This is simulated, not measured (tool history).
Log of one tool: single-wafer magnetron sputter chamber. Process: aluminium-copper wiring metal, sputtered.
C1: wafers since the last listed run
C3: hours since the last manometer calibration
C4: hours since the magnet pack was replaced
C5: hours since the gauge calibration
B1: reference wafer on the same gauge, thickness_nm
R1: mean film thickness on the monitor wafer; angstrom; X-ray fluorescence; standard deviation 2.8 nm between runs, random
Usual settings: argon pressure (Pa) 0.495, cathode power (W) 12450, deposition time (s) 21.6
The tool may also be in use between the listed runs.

{"run": 1, "hour": 0.0, "argon pressure (Pa)": 0.359, "cathode power (W)": 12450, "deposition time (s)": 21.6, "C1": 0, "wafers on the sputter target": 2187, "C3": 440.5, "C4": 7989.8, "C5": 931.8, "B1": 518.424, "R1": 5119.27}
{"run": 2, "hour": 62.7, "argon pressure (Pa)": 0.495, "cathode power (W)": 12450, "deposition time (s)": 21.6, "C1": 1295, "wafers on the sputter target": 3483, "C3": 503.2, "C4": 8052.5, "C5": 994.5, "B1": 516.353, "R1": 4852.54}
{"run": 3, "hour": 211.7, "argon pressure (Pa)": 0.495, "cathode power (W)": 12450, "deposition time (s)": 21.6, "C1": 3079, "wafers on the sputter target": 6563, "C3": 652.2, "C4": 8201.5, "C5": 1143.5, "B1": 518.648, "R1": 4859.65}
{"hour": 238.1, "done": "sputter target and shields replaced"}
{"run": 4, "hour": 303.3, "argon pressure (Pa)": 0.495, "cathode power (W)": 12450, "deposition time (s)": 21.6, "C1": 1727, "wafers on the sputter target": 1348, "C3": 743.8, "C4": 8293.1, "C5": 1235.1, "B1": 517.404, "R1": 4879.89}
{"run": 5, "hour": 357.3, "argon pressure (Pa)": 0.581, "cathode power (W)": 12450, "deposition time (s)": 23.7, "C1": 1116, "wafers on the sputter target": 2464, "C3": 797.8, "C4": 8347.1, "C5": 1289.1, "B1": 516.847, "R1": 5224.62}
{"run": 6, "hour": 427.6, "argon pressure (Pa)": 0.581, "cathode power (W)": 12450, "deposition time (s)": 23.7, "C1": 1453, "wafers on the sputter target": 3917, "C3": 868.1, "C4": 8417.4, "C5": 1359.4, "B1": 518.966, "R1": 5239.5}
{"run": 7, "hour": 482.2, "argon pressure (Pa)": 0.581, "cathode power (W)": 12450, "deposition time (s)": 23.7, "C1": 1128, "wafers on the sputter target": 5045, "C3": 922.7, "C4": 8472.0, "C5": 1414.0, "B1": 515.927, "R1": 5191.84}
{"run": 8, "hour": 526.1, "argon pressure (Pa)": 0.37, "cathode power (W)": 12450, "deposition time (s)": 21.6, "C1": 907, "wafers on the sputter target": 5953, "C3": 966.6, "C4": 8515.9, "C5": 1457.9, "B1": 517.074, "R1": 5105.4}
{"run": 9, "hour": 595.5, "argon pressure (Pa)": 0.37, "cathode power (W)": 12450, "deposition time (s)": 21.6, "C1": 1434, "wafers on the sputter target": 7387, "C3": 1036.0, "C4": 8585.3, "C5": 1527.3, "B1": 518.35, "R1": 5099.51}
{"hour": 606.5, "done": "sputter target and shields replaced"}
{"run": 10, "hour": 689.1, "argon pressure (Pa)": 0.37, "cathode power (W)": 12450, "deposition time (s)": 21.6, "C1": 1769, "wafers on the sputter target": 1707, "C3": 1129.6, "C4": 8678.9, "C5": 1620.9, "B1": 517.042, "R1": 5136.56}
{"run": 11, "hour": 775.2, "argon pressure (Pa)": 0.495, "cathode power (W)": 12450, "deposition time (s)": 21.6, "C1": 1779, "wafers on the sputter target": 3486, "C3": 1215.7, "C4": 8765.0, "C5": 1707.0, "B1": 516.645, "R1": 4960.77}
{"hour": 932.9, "done": "sputter target and shields replaced"}
{"hour": 966.3, "done": "magnet pack replaced"}
{"run": 12, "hour": 975.6, "argon pressure (Pa)": 0.495, "cathode power (W)": 12450, "deposition time (s)": 21.6, "C1": 3811, "wafers on the sputter target": 717, "C3": 1416.1, "C4": 9.3, "C5": 1907.4, "B1": 517.087, "R1": 4919.71}
{"run": 13, "hour": 1050.8, "argon pressure (Pa)": 0.495, "cathode power (W)": 12450, "deposition time (s)": 21.6, "C1": 1554, "wafers on the sputter target": 2271, "C3": 1491.3, "C4": 84.5, "C5": 1982.6, "B1": 518.048, "R1": 4947.87}
{"run": 14, "hour": 1152.4, "argon pressure (Pa)": 0.495, "cathode power (W)": 11200, "deposition time (s)": 20.3, "C1": 2099, "wafers on the sputter target": 4371, "C3": 1592.9, "C4": 186.1, "C5": 2084.2, "B1": 515.688, "R1": 4273.96}
{"hour": 1195.0, "done": "gauge calibrated"}
{"run": 15, "hour": 1237.1, "argon pressure (Pa)": 0.441, "cathode power (W)": 13650, "deposition time (s)": 19.2, "C1": 1750, "wafers on the sputter target": 6122, "C3": 1677.6, "C4": 270.8, "C5": 42.1, "B1": 515.707, "R1": 4780.59}
{"hour": 1309.2, "done": "sputter target and shields replaced"}
{"run": 16, "hour": 1309.7, "argon pressure (Pa)": 0.647, "cathode power (W)": 14450, "deposition time (s)": 21.6, "C1": 1335, "wafers on the sputter target": 11, "C3": 1750.2, "C4": 343.4, "C5": 114.7, "B1": 516.877, "R1": 5184.79}
{"hour": 1358.6, "done": "capacitance manometer re-zeroed and calibrated"}
{"run": 17, "hour": 1385.6, "argon pressure (Pa)": 0.495, "cathode power (W)": 12450, "deposition time (s)": 21.6, "C1": 1403, "wafers on the sputter target": 1414, "C3": 27.0, "C4": 419.3, "C5": 190.6, "B1": 518.172, "R1": 4814.71}
{"run": 18, "hour": 1477.2, "argon pressure (Pa)": 0.495, "cathode power (W)": 12450, "deposition time (s)": 21.6, "C1": 1893, "wafers on the sputter target": 3307, "C3": 118.6, "C4": 510.9, "C5": 282.2, "B1": 516.006, "R1": 4779.05}
{"run": 19, "hour": 1571.9, "argon pressure (Pa)": 0.495, "cathode power (W)": 12450, "deposition time (s)": 21.6, "C1": 1957, "wafers on the sputter target": 5265, "C3": 213.3, "C4": 605.6, "C5": 376.9, "B1": 517.982, "R1": 4766.49}
{"hour": 1653.2, "done": "sputter target and shields replaced"}
{"run": 20, "hour": 1655.8, "argon pressure (Pa)": 0.402, "cathode power (W)": 12450, "deposition time (s)": 21.6, "C1": 1568, "wafers on the sputter target": 52, "C3": 297.2, "C4": 689.5, "C5": 460.8, "B1": 517.059, "R1": 5016.83}
{"run": 21, "hour": 1733.5, "argon pressure (Pa)": 0.434, "cathode power (W)": 12450, "deposition time (s)": 18.6, "C1": 1605, "wafers on the sputter target": 1658, "C3": 374.9, "C4": 767.2, "C5": 538.5, "B1": 515.813, "R1": 4253.44}
{"run": 22, "hour": 1796.9, "argon pressure (Pa)": 0.426, "cathode power (W)": 12450, "deposition time (s)": 25.4, "C1": 1310, "wafers on the sputter target": 2969, "C3": 438.3, "C4": 830.6, "C5": 601.9, "B1": 517.699, "R1": 5854.25}
{"run": 23, "hour": 1841.1, "argon pressure (Pa)": 0.495, "cathode power (W)": 10000, "deposition time (s)": 19.7, "C1": 913, "wafers on the sputter target": 3882, "C3": 482.5, "C4": 874.8, "C5": 646.1, "B1": 516.611, "R1": 3794.71}
{"run": 24, "hour": 1908.6, "argon pressure (Pa)": 0.495, "cathode power (W)": 11250, "deposition time (s)": 18.2, "C1": 1395, "wafers on the sputter target": 5277, "C3": 550.0, "C4": 942.3, "C5": 713.6, "B1": 516.013, "R1": 3826.87}

Predict each of these 5 candidate next runs independently; none follows another, all start after run 24:
{"run": "A", "hour": 1909.0, "argon pressure (Pa)": 0.495, "cathode power (W)": 12450, "deposition time (s)": 24.5, "C1": 8, "wafers on the sputter target": 5286, "C3": 550.4, "C4": 942.7, "C5": 714.0, "B1": "?", "R1": "?"}
{"run": "B", "hour": 1909.0, "argon pressure (Pa)": 0.376, "cathode power (W)": 9650, "deposition time (s)": 19.2, "C1": 8, "wafers on the sputter target": 5286, "C3": 550.4, "C4": 942.7, "C5": 714.0, "B1": "?", "R1": "?"}
{"run": "C", "hour": 1909.0, "argon pressure (Pa)": 0.429, "cathode power (W)": 14100, "deposition time (s)": 21.6, "C1": 8, "wafers on the sputter target": 5286, "C3": 550.4, "C4": 942.7, "C5": 714.0, "B1": "?", "R1": "?"}
{"run": "D", "hour": 1909.0, "argon pressure (Pa)": 0.349, "cathode power (W)": 13950, "deposition time (s)": 21.6, "C1": 8, "wafers on the sputter target": 5286, "C3": 550.4, "C4": 942.7, "C5": 714.0, "B1": "?", "R1": "?"}
{"run": "E", "hour": 1909.0, "argon pressure (Pa)": 0.406, "cathode power (W)": 14100, "deposition time (s)": 23.2, "C1": 8, "wafers on the sputter target": 5286, "C3": 550.4, "C4": 942.7, "C5": 714.0, "B1": "?", "R1": "?"}

run=A B1=519.114 R1=5481.66
run=B B1=519.114 R1=3759.26
run=C B1=519.114 R1=5442.93
run=D B1=519.114 R1=5573.97
run=E B1=519.114 R1=5899.72
Without the tool's hidden state the same runs would have given:
run=A R1=5371.80
run=B R1=3697.57
run=C R1=5344.70
run=D R1=5487.21
run=E R1=5797.40

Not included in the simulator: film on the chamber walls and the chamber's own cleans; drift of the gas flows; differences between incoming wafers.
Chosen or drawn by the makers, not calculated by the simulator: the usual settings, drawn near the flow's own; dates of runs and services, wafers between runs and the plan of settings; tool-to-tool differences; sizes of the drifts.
